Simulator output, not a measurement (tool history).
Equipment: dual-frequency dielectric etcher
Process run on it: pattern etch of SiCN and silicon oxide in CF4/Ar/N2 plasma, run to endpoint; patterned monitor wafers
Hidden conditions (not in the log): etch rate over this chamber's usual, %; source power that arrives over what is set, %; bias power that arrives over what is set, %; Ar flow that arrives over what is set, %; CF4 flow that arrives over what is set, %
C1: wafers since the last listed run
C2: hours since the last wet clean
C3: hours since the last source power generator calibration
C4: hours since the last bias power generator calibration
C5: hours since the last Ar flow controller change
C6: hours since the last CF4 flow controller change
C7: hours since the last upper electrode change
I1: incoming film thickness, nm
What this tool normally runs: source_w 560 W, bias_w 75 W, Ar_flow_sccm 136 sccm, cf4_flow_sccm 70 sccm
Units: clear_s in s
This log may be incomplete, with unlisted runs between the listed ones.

{"run": 1, "day": 0.0, "source_w": 650, "bias_w": 66, "Ar_flow_sccm": 136, "cf4_flow_sccm": 70, "C1": 0, "C2": 258, "C3": 279, "C4": 3233.8, "C5": 4454.3, "C6": 2095.4, "C7": 208.5, "I1": 14.6, "clear_s": 12.5}
{"run": 2, "day": 0.933, "source_w": 650, "bias_w": 66, "Ar_flow_sccm": 136, "cf4_flow_sccm": 70, "C1": 345, "C2": 280.4, "C3": 301.4, "C4": 3256.2, "C5": 4476.7, "C6": 2117.8, "C7": 230.9, "I1": 14.47, "clear_s": 12.6}
{"run": 3, "day": 2.338, "source_w": 560, "bias_w": 75, "Ar_flow_sccm": 115, "cf4_flow_sccm": 70, "C1": 519, "C2": 314.1, "C3": 335.1, "C4": 3289.9, "C5": 4510.4, "C6": 2151.5, "C7": 264.6, "I1": 14.47, "clear_s": 13.3}
{"run": 4, "day": 3.588, "source_w": 560, "bias_w": 75, "Ar_flow_sccm": 136, "cf4_flow_sccm": 70, "C1": 462, "C2": 344.1, "C3": 365.1, "C4": 3319.9, "C5": 4540.4, "C6": 2181.5, "C7": 294.6, "I1": 14.61, "clear_s": 13.8}
{"day": 3.929, "done": "Ar flow controller replaced"}
{"run": 5, "day": 4.625, "source_w": 680, "bias_w": 92, "Ar_flow_sccm": 136, "cf4_flow_sccm": 70, "C1": 291, "C2": 369, "C3": 390, "C4": 3344.8, "C5": 16.7, "C6": 2206.4, "C7": 319.5, "I1": 14.6, "clear_s": 11.2}
{"run": 6, "day": 5.617, "source_w": 560, "bias_w": 75, "Ar_flow_sccm": 136, "cf4_flow_sccm": 81, "C1": 367, "C2": 392.8, "C3": 413.8, "C4": 3368.6, "C5": 40.5, "C6": 2230.2, "C7": 343.3, "I1": 14.59, "clear_s": 13.4}
{"day": 6.312, "done": "bias power generator calibrated"}
{"run": 7, "day": 6.379, "source_w": 440, "bias_w": 75, "Ar_flow_sccm": 169, "cf4_flow_sccm": 54, "C1": 220, "C2": 411.1, "C3": 432.1, "C4": 1.6, "C5": 58.8, "C6": 2248.5, "C7": 361.6, "I1": 14.76, "clear_s": 17.8}
{"day": 8.738, "done": "wet clean of the chamber"}
{"day": 10.921, "done": "CF4 flow controller replaced"}
{"run": 8, "day": 10.942, "source_w": 560, "bias_w": 75, "Ar_flow_sccm": 164, "cf4_flow_sccm": 77, "C1": 1226, "C2": 52.9, "C3": 541.6, "C4": 111.1, "C5": 168.3, "C6": 0.5, "C7": 471.1, "I1": 14.6, "clear_s": 14.6}
{"run": 9, "day": 11.412, "source_w": 630, "bias_w": 75, "Ar_flow_sccm": 136, "cf4_flow_sccm": 70, "C1": 174, "C2": 64.2, "C3": 552.9, "C4": 122.4, "C5": 179.6, "C6": 11.8, "C7": 482.4, "I1": 14.65, "clear_s": 12.9}
{"run": 10, "day": 12.25, "source_w": 680, "bias_w": 75, "Ar_flow_sccm": 136, "cf4_flow_sccm": 84, "C1": 310, "C2": 84.3, "C3": 573, "C4": 142.5, "C5": 199.7, "C6": 31.9, "C7": 502.5, "I1": 14.66, "clear_s": 11.9}
{"run": 11, "day": 13.633, "source_w": 560, "bias_w": 85, "Ar_flow_sccm": 136, "cf4_flow_sccm": 77, "C1": 512, "C2": 117.5, "C3": 606.2, "C4": 175.7, "C5": 232.9, "C6": 65.1, "C7": 535.7, "I1": 14.28, "clear_s": 13.1}
{"run": 12, "day": 15.004, "source_w": 460, "bias_w": 75, "Ar_flow_sccm": 136, "cf4_flow_sccm": 61, "C1": 507, "C2": 150.4, "C3": 639.1, "C4": 208.6, "C5": 265.8, "C6": 98, "C7": 568.6, "I1": 14.64, "clear_s": 16.6}
{"run": 13, "day": 15.575, "source_w": 560, "bias_w": 75, "Ar_flow_sccm": 136, "cf4_flow_sccm": 70, "C1": 211, "C2": 164.1, "C3": 652.8, "C4": 222.3, "C5": 279.5, "C6": 111.7, "C7": 582.3, "I1": 14.57, "clear_s": 14}
{"run": 14, "day": 16.975, "source_w": 620, "bias_w": 59, "Ar_flow_sccm": 136, "cf4_flow_sccm": 70, "C1": 518, "C2": 197.7, "C3": 686.4, "C4": 255.9, "C5": 313.1, "C6": 145.3, "C7": 615.9, "I1": 14.64, "clear_s": 13.5}
{"run": 15, "day": 17.775, "source_w": 560, "bias_w": 85, "Ar_flow_sccm": 150, "cf4_flow_sccm": 70, "C1": 296, "C2": 216.9, "C3": 705.6, "C4": 275.1, "C5": 332.3, "C6": 164.5, "C7": 635.1, "I1": 14.62, "clear_s": 13.7}
{"run": 16, "day": 18.492, "source_w": 560, "bias_w": 75, "Ar_flow_sccm": 104, "cf4_flow_sccm": 70, "C1": 265, "C2": 234.1, "C3": 722.8, "C4": 292.3, "C5": 349.5, "C6": 181.7, "C7": 652.3, "I1": 14.6, "clear_s": 13}
{"run": 17, "day": 19.65, "source_w": 440, "bias_w": 75, "Ar_flow_sccm": 136, "cf4_flow_sccm": 70, "C1": 428, "C2": 261.9, "C3": 750.6, "C4": 320.1, "C5": 377.3, "C6": 209.5, "C7": 680.1, "I1": 14.59, "clear_s": 16.4}
{"run": 18, "day": 20.617, "source_w": 560, "bias_w": 75, "Ar_flow_sccm": 136, "cf4_flow_sccm": 85, "C1": 357, "C2": 285.1, "C3": 773.8, "C4": 343.3, "C5": 400.5, "C6": 232.7, "C7": 703.3, "I1": 14.69, "clear_s": 13.4}
{"run": 19, "day": 21.338, "source_w": 560, "bias_w": 85, "Ar_flow_sccm": 136, "cf4_flow_sccm": 70, "C1": 266, "C2": 302.4, "C3": 791.1, "C4": 360.6, "C5": 417.8, "C6": 250, "C7": 720.6, "I1": 14.51, "clear_s": 13.2}
{"run": 20, "day": 21.858, "source_w": 560, "bias_w": 75, "Ar_flow_sccm": 104, "cf4_flow_sccm": 70, "C1": 192, "C2": 314.9, "C3": 803.6, "C4": 373.1, "C5": 430.3, "C6": 262.5, "C7": 733.1, "I1": 14.49, "clear_s": 12.7}
{"run": 21, "day": 22.421, "source_w": 560, "bias_w": 75, "Ar_flow_sccm": 136, "cf4_flow_sccm": 70, "C1": 208, "C2": 328.4, "C3": 817.1, "C4": 386.6, "C5": 443.8, "C6": 276, "C7": 746.6, "I1": 14.65, "clear_s": 13.6}
{"run": 22, "day": 23.562, "source_w": 560, "bias_w": 81, "Ar_flow_sccm": 107, "cf4_flow_sccm": 64, "C1": 422, "C2": 355.8, "C3": 844.5, "C4": 414, "C5": 471.2, "C6": 303.4, "C7": 774, "I1": 14.49, "clear_s": 12.7}
{"run": 23, "day": 24.062, "source_w": 670, "bias_w": 75, "Ar_flow_sccm": 136, "cf4_flow_sccm": 70, "C1": 185, "C2": 367.8, "C3": 856.5, "C4": 426, "C5": 483.2, "C6": 315.4, "C7": 786, "I1": 14.6, "clear_s": 11.7}

Predict each of these 5 candidate next runs independently; none follows another, all start after run 23:
{"run": "A", "day": 24.079, "source_w": 560, "bias_w": 75, "Ar_flow_sccm": 163, "cf4_flow_sccm": 70, "C1": 6, "C2": 368.2, "C3": 856.9, "C4": 426.4, "C5": 483.6, "C6": 315.8, "C7": 786.4, "I1": 14.54, "clear_s": "?"}
{"run": "B", "day": 24.079, "source_w": 560, "bias_w": 75, "Ar_flow_sccm": 106, "cf4_flow_sccm": 77, "C1": 6, "C2": 368.2, "C3": 856.9, "C4": 426.4, "C5": 483.6, "C6": 315.8, "C7": 786.4, "I1": 14.54, "clear_s": "?"}
{"run": "C", "day": 24.079, "source_w": 450, "bias_w": 87, "Ar_flow_sccm": 136, "cf4_flow_sccm": 70, "C1": 6, "C2": 368.2, "C3": 856.9, "C4": 426.4, "C5": 483.6, "C6": 315.8, "C7": 786.4, "I1": 14.54, "clear_s": "?"}
{"run": "D", "day": 24.079, "source_w": 560, "bias_w": 75, "Ar_flow_sccm": 125, "cf4_flow_sccm": 70, "C1": 6, "C2": 368.2, "C3": 856.9, "C4": 426.4, "C5": 483.6, "C6": 315.8, "C7": 786.4, "I1": 14.54, "clear_s": "?"}
{"run": "E", "day": 24.079, "source_w": 640, "bias_w": 75, "Ar_flow_sccm": 126, "cf4_flow_sccm": 60, "C1": 6, "C2": 368.2, "C3": 856.9, "C4": 426.4, "C5": 483.6, "C6": 315.8, "C7": 786.4, "I1": 14.54, "clear_s": "?"}

run=A clear_s=14.2
run=B clear_s=12.9
run=C clear_s=15.7
run=D clear_s=13.4
run=E clear_s=12.3
Take away the tool's hidden state, keep each run's random variation, and the runs would have read:
run=A clear_s=14.9
run=B clear_s=13.6
run=C clear_s=16.6
run=D clear_s=14.1
run=E clear_s=12.9
